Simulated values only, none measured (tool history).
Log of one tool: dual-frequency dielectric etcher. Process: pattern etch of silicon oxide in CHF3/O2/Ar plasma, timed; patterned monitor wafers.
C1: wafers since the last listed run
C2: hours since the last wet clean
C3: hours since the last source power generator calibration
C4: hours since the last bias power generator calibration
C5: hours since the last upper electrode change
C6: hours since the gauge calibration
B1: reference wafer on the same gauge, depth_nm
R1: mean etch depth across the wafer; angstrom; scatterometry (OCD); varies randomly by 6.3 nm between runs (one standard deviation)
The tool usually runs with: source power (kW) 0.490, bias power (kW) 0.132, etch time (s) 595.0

{"run": 1, "hour": 0.0, "source power (kW)": 0.49, "bias power (kW)": 0.132, "etch time (s)": 595.0, "C1": 0, "C2": 152.1, "C3": 3117.6, "C4": 3242.7, "C5": 2343.3, "C6": 494.0, "B1": 951.5, "R1": 9573}
{"run": 2, "hour": 24.9, "source power (kW)": 0.49, "bias power (kW)": 0.132, "etch time (s)": 595.0, "C1": 58, "C2": 177.0, "C3": 3142.5, "C4": 3267.6, "C5": 2368.2, "C6": 518.9, "B1": 952.7, "R1": 9512}
{"run": 3, "hour": 60.4, "source power (kW)": 0.49, "bias power (kW)": 0.132, "etch time (s)": 595.0, "C1": 83, "C2": 212.5, "C3": 3178.0, "C4": 3303.1, "C5": 2403.7, "C6": 554.4, "B1": 953.7, "R1": 9530}
{"run": 4, "hour": 175.3, "source power (kW)": 0.49, "bias power (kW)": 0.132, "etch time (s)": 595.0, "C1": 269, "C2": 327.4, "C3": 3292.9, "C4": 3418.0, "C5": 2518.6, "C6": 669.3, "B1": 952.5, "R1": 9654}
{"hour": 216.7, "done": "wet clean of the chamber"}
{"run": 5, "hour": 217.2, "source power (kW)": 0.49, "bias power (kW)": 0.132, "etch time (s)": 595.0, "C1": 42, "C2": 0.5, "C3": 3334.8, "C4": 3459.9, "C5": 2560.5, "C6": 711.2, "B1": 953.9, "R1": 9361}
{"run": 6, "hour": 279.8, "source power (kW)": 0.49, "bias power (kW)": 0.132, "etch time (s)": 595.0, "C1": 147, "C2": 63.1, "C3": 3397.4, "C4": 3522.5, "C5": 2623.1, "C6": 773.8, "B1": 950.4, "R1": 9374}
{"run": 7, "hour": 307.7, "source power (kW)": 0.49, "bias power (kW)": 0.114, "etch time (s)": 595.0, "C1": 65, "C2": 91.0, "C3": 3425.3, "C4": 3550.4, "C5": 2651.0, "C6": 801.7, "B1": 952.0, "R1": 8730}
{"run": 8, "hour": 338.3, "source power (kW)": 0.49, "bias power (kW)": 0.146, "etch time (s)": 595.0, "C1": 71, "C2": 121.6, "C3": 3455.9, "C4": 3581.0, "C5": 2681.6, "C6": 832.3, "B1": 951.7, "R1": 9845}
{"run": 9, "hour": 401.3, "source power (kW)": 0.49, "bias power (kW)": 0.146, "etch time (s)": 595.0, "C1": 147, "C2": 184.6, "C3": 3518.9, "C4": 3644.0, "C5": 2744.6, "C6": 895.3, "B1": 951.1, "R1": 9956}
{"run": 10, "hour": 472.1, "source power (kW)": 0.49, "bias power (kW)": 0.146, "etch time (s)": 595.0, "C1": 166, "C2": 255.4, "C3": 3589.7, "C4": 3714.8, "C5": 2815.4, "C6": 966.1, "B1": 952.0, "R1": 10021}
{"hour": 515.6, "done": "upper electrode replaced"}
{"run": 11, "hour": 536.1, "source power (kW)": 0.49, "bias power (kW)": 0.132, "etch time (s)": 595.0, "C1": 93, "C2": 319.4, "C3": 3653.7, "C4": 3778.8, "C5": 20.5, "C6": 1030.1, "B1": 951.0, "R1": 9565}
{"hour": 603.6, "done": "bias power generator calibrated"}
{"hour": 612.5, "done": "wet clean of the chamber"}
{"run": 12, "hour": 613.0, "source power (kW)": 0.55, "bias power (kW)": 0.132, "etch time (s)": 595.0, "C1": 150, "C2": 0.5, "C3": 3730.6, "C4": 9.4, "C5": 97.4, "C6": 1107.0, "B1": 953.5, "R1": 9549}
{"hour": 643.6, "done": "source power generator calibrated"}
{"run": 13, "hour": 647.5, "source power (kW)": 0.49, "bias power (kW)": 0.132, "etch time (s)": 751.5, "C1": 71, "C2": 35.0, "C3": 3.9, "C4": 43.9, "C5": 131.9, "C6": 1141.5, "B1": 950.4, "R1": 11759}
{"run": 14, "hour": 675.3, "source power (kW)": 0.49, "bias power (kW)": 0.106, "etch time (s)": 707.5, "C1": 65, "C2": 62.8, "C3": 31.7, "C4": 71.7, "C5": 159.7, "C6": 1169.3, "B1": 953.1, "R1": 10050}
{"hour": 711.1, "done": "gauge calibrated"}
{"run": 15, "hour": 738.8, "source power (kW)": 0.49, "bias power (kW)": 0.132, "etch time (s)": 724.0, "C1": 149, "C2": 126.3, "C3": 95.2, "C4": 135.2, "C5": 223.2, "C6": 27.7, "B1": 952.9, "R1": 11429}
{"run": 16, "hour": 784.5, "source power (kW)": 0.49, "bias power (kW)": 0.132, "etch time (s)": 726.5, "C1": 107, "C2": 172.0, "C3": 140.9, "C4": 180.9, "C5": 268.9, "C6": 73.4, "B1": 950.7, "R1": 11627}
{"run": 17, "hour": 856.2, "source power (kW)": 0.42, "bias power (kW)": 0.122, "etch time (s)": 716.0, "C1": 168, "C2": 243.7, "C3": 212.6, "C4": 252.6, "C5": 340.6, "C6": 145.1, "B1": 952.6, "R1": 10529}
{"run": 18, "hour": 881.9, "source power (kW)": 0.49, "bias power (kW)": 0.132, "etch time (s)": 595.0, "C1": 60, "C2": 269.4, "C3": 238.3, "C4": 278.3, "C5": 366.3, "C6": 170.8, "B1": 951.7, "R1": 9595}
{"run": 19, "hour": 918.6, "source power (kW)": 0.49, "bias power (kW)": 0.132, "etch time (s)": 595.0, "C1": 86, "C2": 306.1, "C3": 275.0, "C4": 315.0, "C5": 403.0, "C6": 207.5, "B1": 951.0, "R1": 9450}
{"hour": 1059.7, "done": "wet clean of the chamber"}
{"run": 20, "hour": 1060.2, "source power (kW)": 0.45, "bias power (kW)": 0.157, "etch time (s)": 465.0, "C1": 276, "C2": 0.5, "C3": 416.6, "C4": 456.6, "C5": 544.6, "C6": 349.1, "B1": 950.5, "R1": 7721}
{"run": 21, "hour": 1116.3, "source power (kW)": 0.59, "bias power (kW)": 0.132, "etch time (s)": 595.0, "C1": 131, "C2": 56.6, "C3": 472.7, "C4": 512.7, "C5": 600.7, "C6": 405.2, "B1": 950.0, "R1": 10060}
{"run": 22, "hour": 1149.9, "source power (kW)": 0.49, "bias power (kW)": 0.102, "etch time (s)": 529.0, "C1": 78, "C2": 90.2, "C3": 506.3, "C4": 546.3, "C5": 634.3, "C6": 438.8, "B1": 951.3, "R1": 7473}
{"run": 23, "hour": 1214.0, "source power (kW)": 0.42, "bias power (kW)": 0.157, "etch time (s)": 595.0, "C1": 150, "C2": 154.3, "C3": 570.4, "C4": 610.4, "C5": 698.4, "C6": 502.9, "B1": 950.3, "R1": 9837}
{"run": 24, "hour": 1266.5, "source power (kW)": 0.43, "bias power (kW)": 0.132, "etch time (s)": 595.0, "C1": 123, "C2": 206.8, "C3": 622.9, "C4": 662.9, "C5": 750.9, "C6": 555.4, "B1": 951.4, "R1": 9326}
{"run": 25, "hour": 1290.7, "source power (kW)": 0.49, "bias power (kW)": 0.132, "etch time (s)": 771.5, "C1": 56, "C2": 231.0, "C3": 647.1, "C4": 687.1, "C5": 775.1, "C6": 579.6, "B1": 952.5, "R1": 12569}
{"run": 26, "hour": 1326.4, "source power (kW)": 0.45, "bias power (kW)": 0.132, "etch time (s)": 595.0, "C1": 83, "C2": 266.7, "C3": 682.8, "C4": 722.8, "C5": 810.8, "C6": 615.3, "B1": 950.2, "R1": 9358}
{"run": 27, "hour": 1392.4, "source power (kW)": 0.49, "bias power (kW)": 0.161, "etch time (s)": 533.0, "C1": 155, "C2": 332.7, "C3": 748.8, "C4": 788.8, "C5": 876.8, "C6": 681.3, "B1": 952.7, "R1": 9550}
{"run": 28, "hour": 1431.0, "source power (kW)": 0.38, "bias power (kW)": 0.132, "etch time (s)": 595.0, "C1": 90, "C2": 371.3, "C3": 787.4, "C4": 827.4, "C5": 915.4, "C6": 719.9, "B1": 953.0, "R1": 8996}
{"run": 29, "hour": 1461.6, "source power (kW)": 0.49, "bias power (kW)": 0.132, "etch time (s)": 595.0, "C1": 71, "C2": 401.9, "C3": 818.0, "C4": 858.0, "C5": 946.0, "C6": 750.5, "B1": 951.4, "R1": 9679}

Alternative continuations, all from the tool just after run 29; predict every row:
{"run": "A", "hour": 1462.2, "source power (kW)": 0.49, "bias power (kW)": 0.132, "etch time (s)": 595.0, "C1": 1, "C2": 402.5, "C3": 818.6, "C4": 858.6, "C5": 946.6, "C6": 751.1, "B1": "?", "R1": "?"}
{"run": "B", "hour": 1462.2, "source power (kW)": 0.39, "bias power (kW)": 0.103, "etch time (s)": 444.0, "C1": 1, "C2": 402.5, "C3": 818.6, "C4": 858.6, "C5": 946.6, "C6": 751.1, "B1": "?", "R1": "?"}
{"run": "C", "hour": 1462.2, "source power (kW)": 0.49, "bias power (kW)": 0.106, "etch time (s)": 666.0, "C1": 1, "C2": 402.5, "C3": 818.6, "C4": 858.6, "C5": 946.6, "C6": 751.1, "B1": "?", "R1": "?"}
{"run": "D", "hour": 1462.2, "source power (kW)": 0.49, "bias power (kW)": 0.132, "etch time (s)": 418.5, "C1": 1, "C2": 402.5, "C3": 818.6, "C4": 858.6, "C5": 946.6, "C6": 751.1, "B1": "?", "R1": "?"}
{"run": "E", "hour": 1462.2, "source power (kW)": 0.49, "bias power (kW)": 0.15, "etch time (s)": 488.5, "C1": 1, "C2": 402.5, "C3": 818.6, "C4": 858.6, "C5": 946.6, "C6": 751.1, "B1": "?", "R1": "?"}

run=A B1=952.4 R1=9723
run=B B1=952.4 R1=6023
run=C B1=952.4 R1=9835
run=D B1=952.4 R1=6839
run=E B1=952.4 R1=8458
Take away the tool's hidden state, keep each run's random variation, and the runs would have read:
run=A R1=9340
run=B R1=5786
run=C R1=9448
run=D R1=6569
run=E R1=8125
